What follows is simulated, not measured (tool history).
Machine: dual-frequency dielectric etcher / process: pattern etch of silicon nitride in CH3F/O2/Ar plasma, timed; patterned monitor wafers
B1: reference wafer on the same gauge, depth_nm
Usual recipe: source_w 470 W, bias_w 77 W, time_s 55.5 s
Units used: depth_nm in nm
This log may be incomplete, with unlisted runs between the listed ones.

{"run": 1, "hour": 0.0, "source_w": 390, "bias_w": 77, "time_s": 55.5, "B1": 53.1, "depth_nm": 43.62}
{"run": 2, "hour": 84.7, "source_w": 390, "bias_w": 77, "time_s": 55.5, "B1": 53.09, "depth_nm": 43.95}
{"run": 3, "hour": 149.3, "source_w": 470, "bias_w": 77, "time_s": 55.5, "B1": 53.08, "depth_nm": 46.26}
{"hour": 209.9, "done": "wet clean of the chamber"}
{"run": 4, "hour": 238.8, "source_w": 470, "bias_w": 77, "time_s": 55.5, "B1": 53.12, "depth_nm": 45.17}
{"hour": 241.9, "done": "gauge calibrated"}
{"run": 5, "hour": 312.0, "source_w": 470, "bias_w": 77, "time_s": 55.5, "B1": 53.09, "depth_nm": 45.27}
{"run": 6, "hour": 405.7, "source_w": 470, "bias_w": 77, "time_s": 68.0, "B1": 53.09, "depth_nm": 56.05}
{"run": 7, "hour": 474.4, "source_w": 470, "bias_w": 77, "time_s": 68.0, "B1": 53.1, "depth_nm": 56.35}
{"run": 8, "hour": 534.4, "source_w": 470, "bias_w": 77, "time_s": 68.0, "B1": 53.1, "depth_nm": 56.65}
{"hour": 592.3, "done": "wet clean of the chamber"}
{"run": 9, "hour": 615.5, "source_w": 380, "bias_w": 77, "time_s": 46.0, "B1": 53.11, "depth_nm": 35.74}
{"run": 10, "hour": 653.4, "source_w": 380, "bias_w": 77, "time_s": 46.0, "B1": 53.1, "depth_nm": 35.79}
{"run": 11, "hour": 745.1, "source_w": 470, "bias_w": 77, "time_s": 55.5, "B1": 53.11, "depth_nm": 45.87}
{"run": 12, "hour": 842.1, "source_w": 470, "bias_w": 77, "time_s": 55.5, "B1": 53.1, "depth_nm": 46.35}
{"run": 13, "hour": 944.4, "source_w": 470, "bias_w": 77, "time_s": 55.5, "B1": 53.11, "depth_nm": 46.34}
{"hour": 986.2, "done": "bias power generator calibrated"}
{"hour": 1042.1, "done": "wet clean of the chamber"}
{"run": 14, "hour": 1042.6, "source_w": 470, "bias_w": 67, "time_s": 55.5, "B1": 53.09, "depth_nm": 43.99}
{"hour": 1125.3, "done": "upper electrode replaced"}
{"run": 15, "hour": 1149.2, "source_w": 360, "bias_w": 77, "time_s": 49.5, "B1": 53.1, "depth_nm": 38.29}
{"run": 16, "hour": 1226.2, "source_w": 470, "bias_w": 77, "time_s": 43.0, "B1": 53.09, "depth_nm": 35.84}
{"hour": 1276.0, "done": "source power generator calibrated"}
{"run": 17, "hour": 1310.5, "source_w": 380, "bias_w": 61, "time_s": 60.5, "B1": 53.08, "depth_nm": 44.72}
{"run": 18, "hour": 1388.8, "source_w": 560, "bias_w": 62, "time_s": 55.5, "B1": 53.11, "depth_nm": 46.08}
{"run": 19, "hour": 1439.9, "source_w": 530, "bias_w": 71, "time_s": 55.5, "B1": 53.1, "depth_nm": 47.05}
{"hour": 1524.7, "done": "wet clean of the chamber"}
{"run": 20, "hour": 1525.2, "source_w": 470, "bias_w": 77, "time_s": 55.5, "B1": 53.1, "depth_nm": 44.68}
{"hour": 1538.0, "done": "gauge calibrated"}
{"run": 21, "hour": 1594.1, "source_w": 470, "bias_w": 72, "time_s": 55.5, "B1": 53.11, "depth_nm": 44.24}
{"run": 22, "hour": 1648.4, "source_w": 470, "bias_w": 77, "time_s": 55.5, "B1": 53.11, "depth_nm": 45.15}
{"run": 23, "hour": 1750.3, "source_w": 420, "bias_w": 77, "time_s": 70.5, "B1": 53.1, "depth_nm": 56.41}
{"run": 24, "hour": 1845.8, "source_w": 370, "bias_w": 86, "time_s": 55.5, "B1": 53.1, "depth_nm": 44.49}
{"hour": 1898.6, "done": "wet clean of the chamber"}
{"run": 25, "hour": 1935.3, "source_w": 470, "bias_w": 77, "time_s": 55.5, "B1": 53.09, "depth_nm": 45.29}
{"run": 26, "hour": 2004.8, "source_w": 470, "bias_w": 64, "time_s": 61.5, "B1": 53.1, "depth_nm": 47.95}
{"run": 27, "hour": 2061.6, "source_w": 580, "bias_w": 59, "time_s": 55.5, "B1": 53.1, "depth_nm": 45.16}

Alternative continuations, all from the tool just after run 27; predict every row:
{"run": "A", "hour": 2062.0, "source_w": 470, "bias_w": 77, "time_s": 55.5, "B1": "?", "depth_nm": "?"}
{"run": "B", "hour": 2062.0, "source_w": 370, "bias_w": 91, "time_s": 60.5, "B1": "?", "depth_nm": "?"}
{"run": "C", "hour": 2062.0, "source_w": 440, "bias_w": 84, "time_s": 64.0, "B1": "?", "depth_nm": "?"}

run=A B1=53.12 depth_nm=45.82
run=B B1=53.12 depth_nm=49.24
run=C B1=53.12 depth_nm=53.14
Without the tool's hidden state the same runs would have given:
run=A depth_nm=45.27
run=B depth_nm=48.64
run=C depth_nm=52.50
